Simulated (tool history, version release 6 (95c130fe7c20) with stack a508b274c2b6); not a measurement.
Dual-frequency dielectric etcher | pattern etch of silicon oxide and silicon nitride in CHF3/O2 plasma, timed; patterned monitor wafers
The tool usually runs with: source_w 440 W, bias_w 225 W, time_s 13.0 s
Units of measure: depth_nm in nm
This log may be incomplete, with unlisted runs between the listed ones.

run     day  source_w  bias_w  time_s  wafers since the last listed run  hours since the last wet clean  hours since the last source power generator calibration  hours since the last bias power generator calibration  hours since the last upper electrode change  hours since the gauge calibration  read-back reference wafer on the same gauge, depth_nm  depth_nm
  1   0.000       440     202    13.0                                 0                            13.4                                                   3931.5                                                 4321.2                                       3554.8                              760.5                                                  20.52     18.97
  2   1.267       440     202    13.0                               514                            43.8                                                   3961.9                                                 4351.6                                       3585.2                              790.9                                                  20.46     18.92
  3   2.596       400     225    13.0                               539                            75.7                                                   3993.8                                                 4383.5                                       3617.1                              822.8                                                  20.50     18.97
  4   4.025       440     201    13.0                               580                           110.0                                                   4028.1                                                 4417.8                                       3651.4                              857.1                                                  20.52     18.78
  5   7.575       440     201    13.0                              1441                           195.2                                                   4113.3                                                 4503.0                                       3736.6                              942.3                                                  20.47     18.58
  6   8.454       440     225    11.0                               356                           216.3                                                   4134.4                                                 4524.1                                       3757.7                              963.4                                                  20.50     16.31
      8.667  -- gauge calibrated
  7   9.271       510     225    16.0                               331                           235.9                                                   4154.0                                                 4543.7                                       3777.3                               14.5                                                  20.50     24.91
  8  10.538       510     225    16.0                               514                           266.3                                                   4184.4                                                 4574.1                                       3807.7                               44.9                                                  20.48     24.66
  9  11.796       510     225    16.0                               510                           296.5                                                   4214.6                                                 4604.3                                       3837.9                               75.1                                                  20.49     25.00
 10  12.900       440     225    13.0                               448                           323.0                                                   4241.1                                                 4630.8                                       3864.4                              101.6                                                  20.54     19.09
 11  13.979       390     225     9.0                               438                           348.9                                                   4267.0                                                 4656.7                                       3890.3                              127.5                                                  20.53     12.73
 12  14.988       490     179    13.0                               409                           373.1                                                   4291.2                                                 4680.9                                       3914.5                              151.7                                                  20.52     18.84
 13  16.362       440     225    13.0                               558                           406.1                                                   4324.2                                                 4713.9                                       3947.5                              184.7                                                  20.50     19.17
 14  17.508       390     174    10.5                               465                           433.6                                                   4351.7                                                 4741.4                                       3975.0                              212.2                                                  20.53     13.77
     18.317  -- bias power generator calibrated
 15  18.896       440     225    13.0                               495                           466.9                                                   4385.0                                                   13.9                                       4008.3                              245.5                                                  20.46     19.10
 16  20.288       440     186    11.5                               564                           500.3                                                   4418.4                                                   47.3                                       4041.7                              278.9                                                  20.48     16.25
     21.471  -- wet clean of the chamber
 17  21.492       440     272    12.0                                82                             0.5                                                   4447.3                                                   76.2                                       4070.6                              307.8                                                  20.51     19.01
 18  22.483       440     225    13.0                               402                            24.3                                                   4471.1                                                  100.0                                       4094.4                              331.6                                                  20.49     19.48
 19  23.629       490     265    10.0                               465                            51.8                                                   4498.6                                                  127.5                                       4121.9                              359.1                                                  20.51     16.18
     24.858  -- source power generator calibrated
     25.225  -- upper electrode replaced
 20  25.246       360     264    13.0                               439                            90.6                                                      9.3                                                  166.3                                          0.5                              397.9                                                  20.47     18.88
 21  25.642       440     271     9.0                               160                           100.1                                                     18.8                                                  175.8                                         10.0                              407.4                                                  20.50     14.12
 22  26.971       470     225    16.0                               539                           132.0                                                     50.7                                                  207.7                                         41.9                              439.3                                                  20.46     24.24
 23  27.804       440     260    13.0                               338                           152.0                                                     70.7                                                  227.7                                         61.9                              459.3                                                  20.51     20.05
 24  28.771       440     271    13.0                               392                           175.2                                                     93.9                                                  250.9                                         85.1                              482.5                                                  20.50     20.25
 25  29.975       440     225    12.0                               488                           204.1                                                    122.8                                                  279.8                                        114.0                              511.4                                                  20.52     17.68
 26  31.175       440     209    13.0                               487                           232.9                                                    151.6                                                  308.6                                        142.8                              540.2                                                  20.52     18.99
 27  33.017       440     225    13.0                               747                           277.1                                                    195.8                                                  352.8                                        187.0                              584.4                                                  20.46     19.05
 28  33.662       510     225    13.0                               262                           292.6                                                    211.3                                                  368.3                                        202.5                              599.9                                                  20.52     20.22
 29  34.750       440     206    13.0                               441                           318.7                                                    237.4                                                  394.4                                        228.6                              626.0                                                  20.51     18.80
 30  36.092       350     171    13.0                               544                           350.9                                                    269.6                                                  426.6                                        260.8                              658.2                                                  20.46     16.38

Selected run-to-run steps in depth_nm, each split into two signed amounts: the part the tool would show with no hidden state at all (from settings, incoming material and random variation), and the remainder, which goes to the hidden state together with any gauge scatter not common to the measured and the hidden-state-free results:
What the log doesn't record here: etch rate over this chamber's usual, %; source power that arrives over what is set, %; bias power that arrives over what is set, %; gauge reads high (%).
Run 6 -> 7: source_w 440 -> 510, time_s 11.0 -> 16.0, gauge calibrated. depth_nm +8.60 nm: hidden state -0.09, all else +8.69.
Run 10 -> 11: source_w 440 -> 390, time_s 13.0 -> 9.0. depth_nm -6.36 nm: hidden state +0.07, all else -6.43.
Run 11 -> 12: source_w 390 -> 490, bias_w 225 -> 179, time_s 9.0 -> 13.0. depth_nm +6.11 nm: hidden state -0.12, all else +6.23.
Run 14 -> 15: source_w 390 -> 440, bias_w 174 -> 225, time_s 10.5 -> 13.0, bias power generator calibrated. depth_nm +5.33 nm: hidden state -0.14, all else +5.47.
Run 16 -> 17: bias_w 186 -> 272, time_s 11.5 -> 12.0, wet clean of the chamber. depth_nm +2.76 nm: hidden state +0.38, all else +2.38.
Run 21 -> 22: source_w 440 -> 470, bias_w 271 -> 225, time_s 9.0 -> 16.0. depth_nm +10.12 nm: hidden state -0.10, all else +10.22.
